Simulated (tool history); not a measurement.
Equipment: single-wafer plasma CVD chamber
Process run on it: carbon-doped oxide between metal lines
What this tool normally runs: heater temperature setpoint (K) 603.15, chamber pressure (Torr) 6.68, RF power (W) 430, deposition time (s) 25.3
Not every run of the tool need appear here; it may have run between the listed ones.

run,hour,heater temperature setpoint (K),chamber pressure (Torr),RF power (W),deposition time (s),"read-back reference wafer on the same gauge, thickness_nm",mean film thickness on the monitor wafer (Å)
1,0,608.15,5.42,430,25.3,112.054,1246.6
# hour 11.5: gauge calibrated
2,27.5,608.15,5.42,430,25.3,112.045,1255.31
3,78.8,613.15,6.68,430,25.3,112.129,1246.14
4,95,608.15,5.42,430,25.3,111.963,1254.02
# hour 115.8: capacitance manometer re-zeroed and calibrated
5,122.6,603.15,6.68,430,25.3,111.96,1289.28
6,144,607.15,6.68,430,26.8,111.966,1356.75
7,173.8,618.15,7.4,430,22,111.937,1069.3
8,187.2,603.15,6.68,430,25.3,112.07,1299.59
9,202.7,603.15,8.33,385,25.3,112.036,1235.04
# hour 227.5: thermocouple changed; heater temperature recalibrated
10,235,603.15,6.19,485,25.3,111.824,1335.8
11,258.9,603.15,6.68,430,25.3,112.151,1258.57
12,288.9,603.15,6.68,430,25.3,112.229,1258.17
13,312.1,603.15,5.32,430,20.7,111.963,1019.76
14,344.3,616.15,7.47,430,25.3,112.055,1216.72
# hour 368.4: showerhead replaced
15,368.9,617.15,6.68,405,25.3,111.999,1157.18
16,383,603.15,6.68,430,25.3,111.89,1268.32
17,411.4,603.15,6.68,430,25.3,112.034,1267.55
18,429.3,594.15,6.68,430,22.4,111.885,1170.9
19,464.2,616.15,6.68,430,23.8,111.87,1139.04
20,480.7,593.15,6.68,430,25.3,112.198,1317.88
# hour 489.1: RF generator calibrated
21,515.5,617.15,8.05,475,29.1,111.959,1470.59
22,546.2,595.15,5.96,505,30.1,112.053,1668.9
23,566.4,607.15,6.14,430,25.3,112.097,1238.42
24,593,603.15,6.68,430,25.3,111.995,1258.98
25,615.3,603.15,6.68,430,25.3,112.024,1272.68
26,649.4,603.15,5.77,430,25.3,112.063,1250.61
27,669.4,591.15,6.68,430,25.3,112.019,1338.18
28,745.4,594.15,6.68,430,25.3,112.069,1317.11

Consider 4 possible next runs. They are alternatives, not a sequence: every one starts from the tool as it was left by run 28. What does each give?
A,745.8,603.15,6.68,430,25.3,?,?
B,745.8,616.15,6.68,455,28.6,?,?
C,745.8,603.15,6.68,400,25.3,?,?
D,745.8,615.15,6.14,430,20.5,?,?

run,"read-back reference wafer on the same gauge, thickness_nm",mean film thickness on the monitor wafer (Å)
A,111.992,1268.77
B,111.992,1406.3
C,111.992,1220.13
D,111.992,980.79
With no hidden state in the tool, these same runs would have given:
run,mean film thickness on the monitor wafer (Å)
A,1259.56
B,1397.83
C,1211.27
D,974.86
